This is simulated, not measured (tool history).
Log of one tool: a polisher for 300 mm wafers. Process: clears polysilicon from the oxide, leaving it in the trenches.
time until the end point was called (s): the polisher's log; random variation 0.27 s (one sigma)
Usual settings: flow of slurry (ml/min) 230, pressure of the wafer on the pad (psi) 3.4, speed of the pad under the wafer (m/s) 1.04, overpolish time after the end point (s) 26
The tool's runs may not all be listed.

run,hour,flow of slurry (ml/min),pressure of the wafer on the pad (psi),speed of the pad under the wafer (m/s),overpolish time after the end point (s),wafers since the last listed run,wafers polished on this pad,hours since the slurry nozzle was cleaned,hours since the head pressure was calibrated,"incoming thickness of the incoming film, nm",time until the end point was called (s)
1,0,230,3.4,1.04,26,0,612,195.1,1075.1,482.6,29.8
2,13.6,185,3.4,1.04,26,165,778,208.7,1088.7,475.7,30.3
3,20.2,230,3.4,1.04,26,80,858,215.3,1095.3,470.9,29.2
4,28.4,230,3.4,1.04,26,99,958,223.5,1103.5,480.1,29.8
# hour 36.5: slurry nozzle cleaned
5,41.1,230,3.4,1.04,26,142,1101,4.6,1116.2,485.9,28.4
6,49,175,3.4,0.86,26,96,1197,12.5,1124.1,482.8,35.2
7,66,175,3.4,0.86,26,207,1404,29.5,1141.1,484.1,36.4
# hour 72.3: worn pad replaced by a new one
8,72.7,175,3.4,0.86,26,32,5,36.2,1147.8,482.4,36.2
9,88.1,175,3.4,1.3,26,187,193,51.6,1163.2,489.7,24.5
10,101.9,230,3.4,1.04,26,168,361,65.4,1177,485,29
11,112.1,230,3.4,1.04,26,124,485,75.6,1187.2,486.6,29.1
12,127.1,230,3.4,1.04,26,182,668,90.6,1202.2,485.7,29.4
13,143.6,230,2.8,1.04,26,201,869,107.1,1218.7,481.1,35.4
14,156.3,310,3.4,1.04,26,154,1024,119.8,1231.4,480.8,28.2
# hour 192.1: worn pad replaced by a new one
15,207.4,270,3.4,1.04,26,574,186,170.9,1282.5,483.9,29.1
16,215.2,165,3.4,0.8,26,95,281,178.7,1290.3,479.7,40.5
17,228.7,230,2.7,1.04,26,164,446,192.2,1303.8,481.7,36.7
# hour 242.8: head pressure recalibrated
18,243.3,230,3.4,0.86,26,153,600,206.8,0.5,488.5,36.8
19,253.9,230,3.4,1.04,26,129,729,217.4,11.1,482.5,30
20,268.6,205,3.4,1.04,26,179,908,232.1,25.8,476.8,30.2
21,286.4,230,3.4,1.04,34,217,1125,249.9,43.6,475.1,29.7
# hour 293.1: slurry nozzle cleaned
# hour 293.8: worn pad replaced by a new one
22,294.3,285,2.3,1.04,26,75,5,1.2,51.5,486.4,40.1
23,309.3,270,3.4,1.04,26,182,188,16.2,66.5,488.3,28.6
24,316.3,230,4.3,1.04,14,85,274,23.2,73.5,484.9,23.3
25,332.7,305,4.3,1.04,26,199,473,39.6,89.9,485.3,22.9
26,341.7,230,3.4,1.04,26,109,583,48.6,98.9,478.4,28.6
27,351,295,3.4,1.04,26,113,697,57.9,108.2,476.3,27.4
28,366.6,230,3.4,1.04,26,190,887,73.5,123.8,483.1,29.2
29,379.8,230,3.4,1.04,26,160,1048,86.7,137,474.9,29
# hour 390.4: worn pad replaced by a new one
30,406,295,3.4,1.14,15,270,189,112.9,163.2,487.8,26.3
31,415.2,255,3.4,0.72,34,112,302,122.1,172.4,479.8,42
32,421.8,195,4.5,1.24,41,80,382,128.7,179,478.6,19.1
33,434.7,285,3.9,1.38,12,157,539,141.6,191.9,481.3,19
34,446.8,300,2.7,0.76,36,147,687,153.7,204,471.7,47.3

Forecast each of these 5 alternatives for the next run:
A,447.2,230,3.4,1.04,26,4,692,154.1,204.4,473.8,?
B,447.2,205,2.4,1.18,37,4,692,154.1,204.4,473.8,?
C,447.2,280,2.3,0.82,37,4,692,154.1,204.4,473.8,?
D,447.2,230,4.2,1.04,19,4,692,154.1,204.4,473.8,?
E,447.2,230,3.4,0.8,31,4,692,154.1,204.4,473.8,?

run,time until the end point was called (s)
A,28.9
B,35.6
C,51.1
D,23.8
E,37.6
Without the tool's hidden state the same runs would have given:
run,time until the end point was called (s)
A,27.6
B,33.8
C,49.1
D,22.7
E,35.9
